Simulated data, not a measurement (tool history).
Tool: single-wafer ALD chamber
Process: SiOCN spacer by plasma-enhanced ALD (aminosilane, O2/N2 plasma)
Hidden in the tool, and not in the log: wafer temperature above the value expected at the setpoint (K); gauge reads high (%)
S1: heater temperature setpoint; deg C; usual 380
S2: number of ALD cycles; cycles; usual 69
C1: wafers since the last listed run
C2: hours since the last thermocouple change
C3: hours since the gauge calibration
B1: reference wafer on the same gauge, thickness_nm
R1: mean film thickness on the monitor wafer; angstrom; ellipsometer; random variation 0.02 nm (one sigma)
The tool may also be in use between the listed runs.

Run 1, hour 0.0: usual settings but S1 387 deg C, S2 74 cycles; C1 0; C2 1183.8; C3 902.5; B1 4.559. Result: R1 49.22 angstrom.
Run 2, hour 61.6: usual settings but S1 372 deg C; C1 155; C2 1245.4; C3 964.1; B1 4.554. Result: R1 45.92 angstrom.
Run 3, hour 132.3: usual settings; C1 178; C2 1316.1; C3 1034.8; B1 4.563. Result: R1 45.81 angstrom.
Run 4, hour 169.2: usual settings; C1 93; C2 1353.0; C3 1071.7; B1 4.561. Result: R1 45.88 angstrom.
At hour 195.3: gauge calibrated.
Run 5, hour 205.0: usual settings but S2 79 cycles; C1 90; C2 1388.8; C3 9.7; B1 4.566. Result: R1 52.66 angstrom.
Run 6, hour 240.3: usual settings but S2 79 cycles; C1 89; C2 1424.1; C3 45.0; B1 4.563. Result: R1 52.58 angstrom.
Run 7, hour 311.2: usual settings; C1 178; C2 1495.0; C3 115.9; B1 4.559. Result: R1 46.16 angstrom.
Run 8, hour 420.2: usual settings; C1 274; C2 1604.0; C3 224.9; B1 4.560. Result: R1 45.90 angstrom.
Run 9, hour 463.9: usual settings; C1 110; C2 1647.7; C3 268.6; B1 4.559. Result: R1 45.64 angstrom.
Run 10, hour 514.2: usual settings; C1 126; C2 1698.0; C3 318.9; B1 4.565. Result: R1 45.85 angstrom.
Run 11, hour 568.4: usual settings; C1 136; C2 1752.2; C3 373.1; B1 4.561. Result: R1 45.95 angstrom.
Run 12, hour 602.0: usual settings; C1 84; C2 1785.8; C3 406.7; B1 4.559. Result: R1 45.55 angstrom.
Run 13, hour 653.0: usual settings; C1 128; C2 1836.8; C3 457.7; B1 4.557. Result: R1 45.91 angstrom.
Run 14, hour 699.3: usual settings; C1 116; C2 1883.1; C3 504.0; B1 4.559. Result: R1 46.23 angstrom.
Run 15, hour 734.4: usual settings; C1 88; C2 1918.2; C3 539.1; B1 4.564. Result: R1 45.91 angstrom.
Run 16, hour 761.1: usual settings; C1 67; C2 1944.9; C3 565.8; B1 4.565. Result: R1 45.78 angstrom.
Run 17, hour 802.1: usual settings; C1 103; C2 1985.9; C3 606.8; B1 4.562. Result: R1 46.01 angstrom.
Run 18, hour 868.0: usual settings; C1 166; C2 2051.8; C3 672.7; B1 4.555. Result: R1 45.46 angstrom.
Run 19, hour 938.8: usual settings but S1 385 deg C; C1 178; C2 2122.6; C3 743.5; B1 4.559. Result: R1 46.11 angstrom.
Run 20, hour 995.5: usual settings but S1 393 deg C, S2 65 cycles; C1 143; C2 2179.3; C3 800.2; B1 4.560. Result: R1 43.05 angstrom.
At hour 1032.5: thermocouple changed; heater temperature recalibrated.
Run 21, hour 1046.1: usual settings but S1 372 deg C, S2 64 cycles; C1 107; C2 13.6; C3 850.8; B1 4.566. Result: R1 42.65 angstrom.
Run 22, hour 1107.2: usual settings but S1 386 deg C, S2 80 cycles; C1 154; C2 74.7; C3 911.9; B1 4.562. Result: R1 53.08 angstrom.
At hour 1118.1: gauge calibrated.
Run 23, hour 1217.6: usual settings; C1 278; C2 185.1; C3 99.5; B1 4.558. Result: R1 45.56 angstrom.
Run 24, hour 1281.4: usual settings; C1 160; C2 248.9; C3 163.3; B1 4.563. Result: R1 45.81 angstrom.
Run 25, hour 1492.0: usual settings but S1 366 deg C, S2 63 cycles; C1 531; C2 459.5; C3 373.9; B1 4.559. Result: R1 41.76 angstrom.
Run 26, hour 1525.8: usual settings but S1 365 deg C; C1 85; C2 493.3; C3 407.7; B1 4.566. Result: R1 45.77 angstrom.
Run 27, hour 1592.8: usual settings but S1 372 deg C, S2 63 cycles; C1 168; C2 560.3; C3 474.7; B1 4.563. Result: R1 41.82 angstrom.
Run 28, hour 1638.5: usual settings but S2 74 cycles; C1 115; C2 606.0; C3 520.4; B1 4.562. Result: R1 49.34 angstrom.

Run 29 comes next. What will it give?
Run 29, hour 1697.5: usual settings; C1 148; C2 665.0; C3 579.4; B1 ?. Result: R1 ?.

B1: 4.559
R1: 45.67 angstrom
Without the tool's hidden state the same run would have given R1 45.67 angstrom.
